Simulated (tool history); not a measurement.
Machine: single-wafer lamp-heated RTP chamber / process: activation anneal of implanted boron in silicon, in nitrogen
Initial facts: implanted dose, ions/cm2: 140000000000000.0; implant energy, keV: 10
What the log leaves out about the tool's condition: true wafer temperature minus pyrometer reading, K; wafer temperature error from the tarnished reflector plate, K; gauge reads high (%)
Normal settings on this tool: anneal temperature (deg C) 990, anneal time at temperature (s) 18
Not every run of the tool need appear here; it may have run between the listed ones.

run    hour  anneal temperature (deg C)  anneal time at temperature (s)  wafers since the last listed run  wafers since the last pyrometer calibration  wafers since the reflector plate was cleaned  hours since the gauge calibration  read-back reference wafer on the same gauge, sheet resistance  sheet resistance of the implanted and annealed layer (ohm/square)
  1     0.0                         990                              18                                 0                                         8273                                          3589                              221.5                                                         560.77                                                             597.50
       38.8  -- pyrometer window cleaned and pyrometer calibrated
  2    51.5                         990                              18                               896                                          261                                          4486                              273.0                                                         561.68                                                             596.96
  3   104.2                         990                              18                              1086                                         1347                                          5572                              325.7                                                         561.12                                                             598.88
  4   159.9                         990                              18                              1147                                         2495                                          6720                              381.4                                                         561.65                                                             598.64
      308.2  -- reflector plate cleaned
  5   308.5                         990                              18                              2897                                         5392                                             7                              530.0                                                         562.52                                                             599.29
  6   379.2                         990                              18                              1457                                         6849                                          1464                              600.7                                                         562.51                                                             597.56
  7   429.7                         990                              22                              1040                                         7890                                          2505                              651.2                                                         562.71                                                             598.87
      518.6  -- pyrometer window cleaned and pyrometer calibrated
  8   591.8                         990                              22                              3175                                         1508                                          5680                              813.3                                                         563.53                                                             598.37
  9   631.9                         990                              22                               826                                         2334                                          6507                              853.4                                                         562.97                                                             599.24
 10   667.2                         990                              18                               727                                         3062                                          7234                              888.7                                                         563.56                                                             600.63
 11   722.6                         990                              18                              1141                                         4204                                          8376                              944.1                                                         563.46                                                             601.77
 12   767.7                         990                              18                               929                                         5133                                          9306                              989.2                                                         563.86                                                             600.84
      796.4  -- reflector plate cleaned
 13   796.9                         990                              18                               436                                         5570                                            10                             1018.4                                                         563.52                                                             600.59
 14   833.2                        1004                              18                               748                                         6318                                           758                             1054.7                                                         563.20                                                             596.57
 15   892.7                        1004                              18                              1226                                         7544                                          1984                             1114.2                                                         563.68                                                             597.73
      925.9  -- pyrometer window cleaned and pyrometer calibrated
 16   961.1                        1018                               8                              1244                                          726                                          3229                             1182.6                                                         564.05                                                             597.87
 17  1030.6                        1017                              18                              1432                                         2158                                          4662                             1252.1                                                         563.72                                                             595.71
 18  1069.6                        1008                              12                               803                                         2962                                          5465                             1291.1                                                         563.73                                                             599.40
 19  1097.9                         990                              28                               583                                         3545                                          6049                             1319.4                                                         563.78                                                             598.10
 20  1146.4                         990                              18                               999                                         4545                                          7048                             1367.9                                                         563.77                                                             600.14
 21  1188.3                         963                              23                               863                                         5408                                          7912                             1409.8                                                         564.16                                                             617.95
     1217.9  -- reflector plate cleaned
 22  1254.8                         990                              11                              1205                                         6614                                           760                             1476.3                                                         564.06                                                             601.71
     1296.5  -- gauge calibrated
 23  1318.3                         990                              18                              1308                                         7923                                          2069                               21.8                                                         559.84                                                             596.50
     1329.8  -- pyrometer window cleaned and pyrometer calibrated
 24  1367.6                         965                              24                               851                                          779                                          2920                               71.1                                                         559.57                                                             611.62
 25  1429.1                         990                              18                              1267                                         2046                                          4188                              132.6                                                         560.74                                                             597.93
 26  1479.4                         990                              18                              1036                                         3083                                          5224                              182.9                                                         561.46                                                             597.43
 27  1520.5                        1000                              22                               847                                         3930                                          6071                              224.0                                                         561.22                                                             595.89
 28  1544.7                         973                              28                               498                                         4429                                          6570                              248.2                                                         561.49                                                             605.18
 29  1605.8                        1018                              13                              1259                                         5688                                          7829                              309.3                                                         561.72                                                             595.58
     1653.3  -- reflector plate cleaned
 30  1653.8                         990                              18                               824                                         6512                                             9                              357.3                                                         562.15                                                             600.65
 31  1698.3                         976                              25                               917                                         7429                                           926                              401.8                                                         562.73                                                             603.68
 32  1752.4                         980                              18                              1114                                         8544                                          2041                              455.9                                                         563.15                                                             603.80
     1763.9  -- pyrometer window cleaned and pyrometer calibrated
 33  1822.4                        1006                              18                              1277                                         1204                                          3319                              525.9                                                         562.95                                                             596.70
 34  1848.5                        1008                              24                               537                                         1742                                          3857                              552.0                                                         563.00                                                             595.27
 35  1905.7                        1009                              18                              1178                                         2921                                          5035                              609.2                                                         563.26                                                             596.80
 36  1930.2                         990                              12                               504                                         3426                                          5540                              633.7                                                         563.62                                                             600.56

Some steps in sheet resistance of the implanted and annealed layer (ohm/square) between neighbouring runs. How much of each would the tool show without its hidden state too (settings, what came in, random variation), and how much is left for the hidden state, with any gauge scatter that isn't in both results?
Run 4 -> 5: reflector plate cleaned. sheet resistance of the implanted and annealed layer (ohm/square) +0.65: hidden state +0.71, all else -0.06.
Run 20 -> 21: anneal temperature (deg C) 990 -> 963, anneal time at temperature (s) 18 -> 23. sheet resistance of the implanted and annealed layer (ohm/square) +17.81: hidden state +0.19, all else +17.62.
Run 21 -> 22: anneal temperature (deg C) 963 -> 990, anneal time at temperature (s) 23 -> 11, reflector plate cleaned. sheet resistance of the implanted and annealed layer (ohm/square) -16.24: hidden state -0.11, all else -16.13.
Run 22 -> 23: anneal time at temperature (s) 11 -> 18, gauge calibrated. sheet resistance of the implanted and annealed layer (ohm/square) -5.21: hidden state -4.69, all else -0.52.
Run 23 -> 24: anneal temperature (deg C) 990 -> 965, anneal time at temperature (s) 18 -> 24, pyrometer window cleaned and pyrometer calibrated. sheet resistance of the implanted and annealed layer (ohm/square) +15.12: hidden state +0.57, all else +14.55.

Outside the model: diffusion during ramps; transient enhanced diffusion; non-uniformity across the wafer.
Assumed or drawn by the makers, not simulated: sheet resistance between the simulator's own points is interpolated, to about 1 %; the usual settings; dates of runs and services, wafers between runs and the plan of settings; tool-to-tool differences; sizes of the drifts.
